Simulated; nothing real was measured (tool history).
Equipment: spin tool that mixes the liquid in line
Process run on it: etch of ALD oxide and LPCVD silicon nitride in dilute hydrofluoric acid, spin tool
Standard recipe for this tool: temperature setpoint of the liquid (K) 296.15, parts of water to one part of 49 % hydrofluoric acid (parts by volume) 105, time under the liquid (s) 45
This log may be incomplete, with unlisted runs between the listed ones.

run,hour,temperature setpoint of the liquid (K),parts of water to one part of 49 % hydrofluoric acid (parts by volume),time under the liquid (s),wafers since the last listed run,hours since the thermometer was replaced,hours since the hydrofluoric acid flow meter was replaced,hours since the gauge calibration,"read-back film thickness of the ALD oxide reference wafer, read on the same gauge (nm)","read-back film thickness of the LPCVD silicon nitride reference wafer, read on the same gauge (nm)",thickness taken off the ALD oxide on a monitor wafer (angstrom),thickness taken off the LPCVD silicon nitride on a monitor wafer (angstrom)
1,0.0,296.15,80,45,0,1078.5,1171.6,298.1,119.98,130.042,96.0,2.95
# hour 3.3: hydrofluoric acid flow meter replaced
2,15.8,296.15,80,45,237,1094.3,12.5,313.9,119.98,130.006,95.0,2.94
3,31.1,296.15,105,45,245,1109.6,27.8,329.2,119.97,129.998,70.3,2.31
4,55.2,296.15,105,45,387,1133.7,51.9,353.3,120.03,129.992,70.9,2.33
5,79.7,296.15,105,45,393,1158.2,76.4,377.8,119.99,130.030,70.5,2.06
6,97.7,297.15,105,45,289,1176.2,94.4,395.8,119.98,129.979,74.2,2.05
7,129.3,296.15,105,55,507,1207.8,126.0,427.4,120.03,129.990,86.7,2.65
8,141.7,296.15,105,45,199,1220.2,138.4,439.8,120.01,129.986,71.1,2.12
9,153.9,292.15,105,45,196,1232.4,150.6,452.0,120.04,129.994,60.8,1.58
10,174.5,296.15,65,45,331,1253.0,171.2,472.6,120.00,130.011,122.8,3.70
11,188.3,296.15,105,45,221,1266.8,185.0,486.4,119.98,129.956,71.2,2.32
# hour 197.3: thermometer replaced
12,200.7,293.65,140,70,183,3.4,197.4,498.8,119.98,130.028,72.0,2.56
13,217.7,297.65,145,45,273,20.4,214.4,515.8,120.01,130.001,51.3,1.80
14,232.1,297.65,150,25,231,34.8,228.8,530.2,119.98,129.971,27.7,0.76
15,262.0,291.65,105,30,480,64.7,258.7,560.1,120.04,130.024,39.6,0.93
# hour 283.1: gauge calibrated
16,291.8,299.15,70,70,478,94.5,288.5,8.7,119.97,130.015,195.3,6.25
17,307.5,294.65,150,45,252,110.2,304.2,24.4,119.98,130.027,44.4,1.38
18,339.4,296.15,105,45,512,142.1,336.1,56.3,119.95,129.993,71.3,2.54
19,367.1,293.65,105,20,445,169.8,363.8,84.0,120.04,129.989,28.2,0.71
20,386.6,294.65,105,40,313,189.3,383.3,103.5,120.01,130.021,59.9,1.74
21,401.4,296.15,105,35,237,204.1,398.1,118.3,120.00,129.989,55.0,1.40
22,431.7,298.65,120,30,486,234.4,428.4,148.6,120.01,129.961,45.8,1.65
23,446.0,293.15,80,45,229,248.7,442.7,162.9,120.02,129.994,84.6,2.37
24,468.9,296.15,105,45,368,271.6,465.6,185.8,119.99,129.987,71.3,2.68
25,499.8,296.15,145,45,496,302.5,496.5,216.7,119.99,129.942,49.2,1.67

Describe how what the log doesn't record of the tool's condition differs between the last listed run preceding each entry between runs and the first listed run following it.
Between runs 1 and 2: hydrofluoric acid flow meter replaced (hour 3.3)
  no hidden state differs between the two runs
Between runs 11 and 12: thermometer replaced (hour 197.3)
  no hidden state differs between the two runs
Between runs 15 and 16: gauge calibrated (hour 283.1)
  no hidden state differs between the two runs
